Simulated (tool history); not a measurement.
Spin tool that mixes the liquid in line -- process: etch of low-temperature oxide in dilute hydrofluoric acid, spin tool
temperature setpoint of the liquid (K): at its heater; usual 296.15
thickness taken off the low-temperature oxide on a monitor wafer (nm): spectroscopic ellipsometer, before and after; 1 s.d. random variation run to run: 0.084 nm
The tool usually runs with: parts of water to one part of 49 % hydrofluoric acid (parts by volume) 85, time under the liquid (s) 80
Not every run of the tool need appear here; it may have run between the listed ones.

run    day  temperature setpoint of the liquid (K)  parts of water to one part of 49 % hydrofluoric acid (parts by volume)  time under the liquid (s)  read-back film thickness of the low-temperature oxide reference wafer, read on the same gauge (nm)  thickness taken off the low-temperature oxide on a monitor wafer (nm)
  1      0                                  296.15                                                                      85                         80                                                                                                 110                                                                  26.78
  2  0.454                                  296.15                                                                      85                         80                                                                                                 110                                                                  26.62
  3  0.925                                  296.15                                                                      85                         80                                                                                              110.03                                                                  26.72
  4  1.229                                  296.15                                                                      85                         80                                                                                              110.01                                                                  26.71
  5  1.771                                  296.15                                                                      85                         80                                                                                              110.02                                                                  26.57
     1.867  -- gauge calibrated
  6  2.404                                  296.15                                                                      85                         80                                                                                                 110                                                                  26.58
  7  3.079                                  296.15                                                                      85                         80                                                                                              110.01                                                                  26.77
  8  3.579                                  291.65                                                                     125                         35                                                                                              110.01                                                                   6.31
  9  4.246                                  300.65                                                                      85                         80                                                                                                 110                                                                  31.93
 10  4.788                                  296.15                                                                      70                         30                                                                                              110.01                                                                  12.29
       5.7  -- hydrofluoric acid flow meter replaced
     6.338  -- gauge calibrated
     6.688  -- thermometer replaced
 11    6.8                                  299.65                                                                      85                         50                                                                                              109.99                                                                  20.63
 12  7.308                                  296.15                                                                      85                         80                                                                                                 110                                                                  28.84
 13  8.925                                  296.15                                                                      85                         80                                                                                              109.99                                                                  28.95
 14  9.262                                  296.15                                                                      85                        120                                                                                                 110                                                                  43.01

Forecast each of these 4 alternatives for the next run:
  A  9.279                                  296.15                                                                      95                         80                                                                                                   ?                                                                      ?
  B  9.279                                  296.15                                                                      65                         80                                                                                                   ?                                                                      ?
  C  9.279                                  299.15                                                                      85                         80                                                                                                   ?                                                                      ?
  D  9.279                                  293.15                                                                      85                         80                                                                                                   ?                                                                      ?

run  read-back film thickness of the low-temperature oxide reference wafer, read on the same gauge (nm)  thickness taken off the low-temperature oxide on a monitor wafer (nm)
  A                                                                                                 110                                                                   25.4
  B                                                                                                 110                                                                  38.52
  C                                                                                                 110                                                                  32.39
  D                                                                                                 110                                                                  25.41
The same runs, with their run-to-run variation unchanged, on a tool lacking any hidden condition would have given:
run  thickness taken off the low-temperature oxide on a monitor wafer (nm)
  A                                                                  25.64
  B                                                                   38.9
  C                                                                   32.7
  D                                                                  25.66
